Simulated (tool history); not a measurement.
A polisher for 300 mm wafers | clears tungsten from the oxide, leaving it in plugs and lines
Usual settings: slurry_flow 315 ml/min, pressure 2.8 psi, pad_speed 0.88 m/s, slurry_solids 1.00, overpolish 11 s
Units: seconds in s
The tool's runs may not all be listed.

| run | hour | slurry_flow | pressure | pad_speed | slurry_solids | overpolish | wafers since the last listed run | wafers polished on this pad | hours since the slurry nozzle was cleaned | hours since the head pressure was calibrated | hours since the slurry blender was calibrated | hours since the slurry got fresh peroxide | incoming thickness of the incoming film, nm | seconds |
|---|---|---|---|---|---|---|---|---|---|---|---|---|---|---|
| 1 | 0.0 | 315 | 2.8 | 0.88 | 1.00 | 11 | 0 | 339 | 538.8 | 80.9 | 243.2 | 147.4 | 337.9 | 131.5 |
| 2 | 16.6 | 315 | 2.8 | 0.88 | 1.00 | 11 | 87 | 426 | 555.4 | 97.5 | 259.8 | 164.0 | 337.5 | 133.4 |
| 3 | 40.2 | 260 | 2.8 | 0.70 | 1.00 | 11 | 124 | 551 | 579.0 | 121.1 | 283.4 | 187.6 | 338.2 | 155.5 |
|  | 63.8 | slurry blender recalibrated |
| 4 | 72.5 | 260 | 2.8 | 0.70 | 1.00 | 11 | 159 | 710 | 611.3 | 153.4 | 8.7 | 219.9 | 334.0 | 149.8 |
| 5 | 90.7 | 225 | 3.8 | 0.62 | 1.00 | 13 | 95 | 806 | 629.5 | 171.6 | 26.9 | 238.1 | 339.4 | 136.6 |
|  | 95.7 | slurry tank refilled with fresh slurry and peroxide |
|  | 125.8 | worn pad replaced by a new one |
| 6 | 135.1 | 315 | 2.8 | 0.88 | 1.00 | 11 | 207 | 49 | 673.9 | 216.0 | 71.3 | 39.4 | 340.3 | 129.5 |
| 7 | 162.2 | 415 | 2.8 | 0.58 | 1.25 | 17 | 142 | 191 | 701.0 | 243.1 | 98.4 | 66.5 | 340.6 | 149.5 |
| 8 | 197.6 | 315 | 2.5 | 0.88 | 1.15 | 7 | 186 | 378 | 736.4 | 278.5 | 133.8 | 101.9 | 341.0 | 134.9 |
| 9 | 212.7 | 315 | 2.2 | 0.88 | 0.90 | 11 | 79 | 458 | 751.5 | 293.6 | 148.9 | 117.0 | 338.7 | 156.1 |
| 10 | 228.3 | 220 | 3.7 | 0.80 | 1.00 | 11 | 82 | 540 | 767.1 | 309.2 | 164.5 | 132.6 | 347.3 | 122.7 |
|  | 236.0 | slurry nozzle cleaned |
| 11 | 262.5 | 315 | 2.8 | 0.88 | 1.00 | 11 | 174 | 715 | 26.5 | 343.4 | 198.7 | 166.8 | 341.1 | 133.7 |
| 12 | 286.1 | 315 | 2.8 | 0.88 | 1.00 | 11 | 124 | 839 | 50.1 | 367.0 | 222.3 | 190.4 | 339.1 | 136.1 |
|  | 319.3 | worn pad replaced by a new one |
|  | 321.1 | slurry tank refilled with fresh slurry and peroxide |
| 13 | 321.6 | 375 | 2.8 | 0.88 | 1.00 | 11 | 160 | 6 | 85.6 | 402.5 | 257.8 | 0.5 | 343.3 | 134.5 |
|  | 334.2 | slurry blender recalibrated |
| 14 | 348.4 | 315 | 3.2 | 0.88 | 1.00 | 11 | 130 | 137 | 112.4 | 429.3 | 14.2 | 27.3 | 344.4 | 122.0 |
| 15 | 365.8 | 315 | 2.8 | 0.60 | 1.00 | 7 | 91 | 229 | 129.8 | 446.7 | 31.6 | 44.7 | 343.1 | 161.9 |
| 16 | 387.5 | 345 | 2.8 | 0.68 | 1.00 | 5 | 114 | 343 | 151.5 | 468.4 | 53.3 | 66.4 | 344.6 | 148.3 |
| 17 | 401.2 | 315 | 3.6 | 0.72 | 1.25 | 11 | 72 | 415 | 165.2 | 482.1 | 67.0 | 80.1 | 339.0 | 116.9 |
| 18 | 431.2 | 315 | 2.8 | 0.88 | 1.00 | 11 | 158 | 573 | 195.2 | 512.1 | 97.0 | 110.1 | 339.4 | 130.4 |
| 19 | 451.0 | 315 | 2.8 | 0.88 | 1.00 | 11 | 104 | 678 | 215.0 | 531.9 | 116.8 | 129.9 | 339.7 | 131.0 |
| 20 | 471.7 | 265 | 2.8 | 0.88 | 1.00 | 11 | 109 | 787 | 235.7 | 552.6 | 137.5 | 150.6 | 337.5 | 131.6 |
| 21 | 496.3 | 240 | 2.8 | 0.88 | 1.00 | 9 | 129 | 916 | 260.3 | 577.2 | 162.1 | 175.2 | 340.4 | 134.7 |
|  | 520.4 | slurry tank refilled with fresh slurry and peroxide |
| 22 | 520.9 | 285 | 2.8 | 0.88 | 1.00 | 11 | 124 | 1041 | 284.9 | 601.8 | 186.7 | 0.5 | 336.4 | 131.5 |
| 23 | 533.6 | 315 | 2.8 | 0.88 | 1.00 | 11 | 66 | 1107 | 297.6 | 614.5 | 199.4 | 13.2 | 340.1 | 129.7 |
|  | 550.9 | worn pad replaced by a new one |
| 24 | 562.0 | 315 | 2.8 | 1.04 | 1.00 | 11 | 128 | 58 | 326.0 | 642.9 | 227.8 | 41.6 | 343.1 | 123.1 |
| 25 | 581.3 | 315 | 2.8 | 0.88 | 1.00 | 18 | 101 | 160 | 345.3 | 662.2 | 247.1 | 60.9 | 343.2 | 137.6 |
| 26 | 639.1 | 315 | 2.8 | 0.88 | 1.00 | 11 | 304 | 464 | 403.1 | 720.0 | 304.9 | 118.7 | 333.1 | 134.5 |

4 ways to go on from here, each from the tool as it stands after run 26. What would each give?
| A | 639.6 | 315 | 2.8 | 0.88 | 1.00 | 11 | 2 | 467 | 403.6 | 720.5 | 305.4 | 119.2 | 337.2 | ? |
| B | 639.6 | 255 | 1.8 | 0.88 | 1.00 | 11 | 2 | 467 | 403.6 | 720.5 | 305.4 | 119.2 | 337.2 | ? |
| C | 639.6 | 210 | 2.8 | 0.88 | 1.00 | 11 | 2 | 467 | 403.6 | 720.5 | 305.4 | 119.2 | 337.2 | ? |
| D | 639.6 | 315 | 3.7 | 0.62 | 1.00 | 11 | 2 | 467 | 403.6 | 720.5 | 305.4 | 119.2 | 337.2 | ? |

| run | seconds |
|---|---|
| A | 136.3 |
| B | 178.8 |
| C | 143.5 |
| D | 136.3 |
Without the tool's hidden state the same runs would have given:
| run | seconds |
|---|---|
| A | 128.4 |
| B | 168.4 |
| C | 135.1 |
| D | 128.4 |
